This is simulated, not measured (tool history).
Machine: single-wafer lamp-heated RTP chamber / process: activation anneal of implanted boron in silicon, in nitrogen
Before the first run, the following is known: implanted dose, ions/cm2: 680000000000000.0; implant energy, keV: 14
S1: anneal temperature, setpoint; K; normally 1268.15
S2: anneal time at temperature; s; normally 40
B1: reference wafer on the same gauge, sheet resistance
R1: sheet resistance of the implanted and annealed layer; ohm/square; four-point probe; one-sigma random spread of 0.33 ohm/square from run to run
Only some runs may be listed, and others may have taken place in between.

{"run": 1, "hour": 0.0, "S1": 1268.15, "S2": 54, "B1": 170.13, "R1": 157.21}
{"run": 2, "hour": 13.8, "S1": 1268.15, "S2": 54, "B1": 170, "R1": 156.93}
{"run": 3, "hour": 33.3, "S1": 1268.15, "S2": 54, "B1": 169.97, "R1": 156.58}
{"run": 4, "hour": 88.4, "S1": 1268.15, "S2": 57, "B1": 169.99, "R1": 156.53}
{"run": 5, "hour": 120.1, "S1": 1268.15, "S2": 57, "B1": 170.04, "R1": 155.87}
{"hour": 173.4, "done": "reflector plate cleaned"}
{"run": 6, "hour": 214.8, "S1": 1268.15, "S2": 57, "B1": 170.05, "R1": 156.77}
{"run": 7, "hour": 229.1, "S1": 1285.15, "S2": 40, "B1": 170, "R1": 155.83}
{"run": 8, "hour": 250.8, "S1": 1268.15, "S2": 40, "B1": 169.97, "R1": 157.29}
{"hour": 285.0, "done": "pyrometer window cleaned and pyrometer calibrated"}
{"run": 9, "hour": 285.5, "S1": 1268.15, "S2": 40, "B1": 170, "R1": 158.86}
{"run": 10, "hour": 319.5, "S1": 1268.15, "S2": 40, "B1": 169.95, "R1": 158.63}
{"run": 11, "hour": 345.2, "S1": 1258.15, "S2": 40, "B1": 169.92, "R1": 161.17}
{"run": 12, "hour": 369.3, "S1": 1258.15, "S2": 40, "B1": 169.93, "R1": 160.85}
{"run": 13, "hour": 389.6, "S1": 1258.15, "S2": 40, "B1": 170.08, "R1": 160.4}
{"run": 14, "hour": 417.0, "S1": 1268.15, "S2": 40, "B1": 169.93, "R1": 158.81}
{"run": 15, "hour": 444.2, "S1": 1268.15, "S2": 40, "B1": 169.99, "R1": 158.45}
{"run": 16, "hour": 457.9, "S1": 1268.15, "S2": 40, "B1": 170.09, "R1": 157.83}
{"run": 17, "hour": 471.7, "S1": 1294.15, "S2": 40, "B1": 169.99, "R1": 154.99}
{"run": 18, "hour": 502.5, "S1": 1280.15, "S2": 19, "B1": 170.05, "R1": 157.93}
{"run": 19, "hour": 523.5, "S1": 1296.15, "S2": 58, "B1": 169.99, "R1": 153.6}
{"run": 20, "hour": 553.2, "S1": 1268.15, "S2": 40, "B1": 170.1, "R1": 158.04}
{"run": 21, "hour": 587.6, "S1": 1268.15, "S2": 49, "B1": 169.96, "R1": 156.68}
{"run": 22, "hour": 617.5, "S1": 1241.15, "S2": 23, "B1": 170.04, "R1": 167.1}
{"run": 23, "hour": 632.7, "S1": 1268.15, "S2": 57, "B1": 169.96, "R1": 156.28}
{"run": 24, "hour": 663.8, "S1": 1251.15, "S2": 53, "B1": 170.06, "R1": 159.57}
{"run": 25, "hour": 698.4, "S1": 1252.15, "S2": 40, "B1": 170.14, "R1": 159.25}
{"hour": 770.1, "done": "pyrometer window cleaned and pyrometer calibrated"}
{"run": 26, "hour": 792.7, "S1": 1254.15, "S2": 52, "B1": 169.9, "R1": 160.33}
{"hour": 809.8, "done": "reflector plate cleaned"}
{"run": 27, "hour": 826.8, "S1": 1296.15, "S2": 64, "B1": 170.03, "R1": 154.07}
{"hour": 839.9, "done": "gauge calibrated"}
{"run": 28, "hour": 861.8, "S1": 1277.15, "S2": 40, "B1": 169.93, "R1": 157.37}
{"run": 29, "hour": 886.9, "S1": 1253.15, "S2": 56, "B1": 170.04, "R1": 161.82}
{"run": 30, "hour": 956.9, "S1": 1268.15, "S2": 40, "B1": 170.03, "R1": 158.58}
{"run": 31, "hour": 999.2, "S1": 1281.15, "S2": 40, "B1": 170.03, "R1": 156.47}
{"run": 32, "hour": 1063.5, "S1": 1268.15, "S2": 40, "B1": 170, "R1": 157.72}

Give the tool's hidden conditions for every run:
gauge reads high (%): 0 at every run
H1: true wafer temperature minus pyrometer reading, K
H2: wafer temperature error from the tarnished reflector plate, K
run=1 H1=3.45 H2=6.35
run=2 H1=3.79 H2=6.51
run=3 H1=4.31 H2=6.72
run=4 H1=5.97 H2=7.34
run=5 H1=7.07 H2=7.7
run=6 H1=10.9 H2=1.72
run=7 H1=11.6 H2=1.88
run=8 H1=12.7 H2=2.13
run=9 H1=1.75 H2=2.51
run=10 H1=1.81 H2=2.9
run=11 H1=1.94 H2=3.18
run=12 H1=2.11 H2=3.45
run=13 H1=2.3 H2=3.68
run=14 H1=2.63 H2=3.99
run=15 H1=3.03 H2=4.29
run=16 H1=3.26 H2=4.45
run=17 H1=3.51 H2=4.6
run=18 H1=4.13 H2=4.95
run=19 H1=4.62 H2=5.18
run=20 H1=5.37 H2=5.52
run=21 H1=6.36 H2=5.9
run=22 H1=7.32 H2=6.24
run=23 H1=7.84 H2=6.41
run=24 H1=8.97 H2=6.76
run=25 H1=10.4 H2=7.14
run=26 H1=2.5 H2=8.2
run=27 H1=2.63 H2=0.738
run=28 H1=2.9 H2=1.13
run=29 H1=3.16 H2=1.41
run=30 H1=4.23 H2=2.2
run=31 H1=5.12 H2=2.67
run=32 H1=6.81 H2=3.39
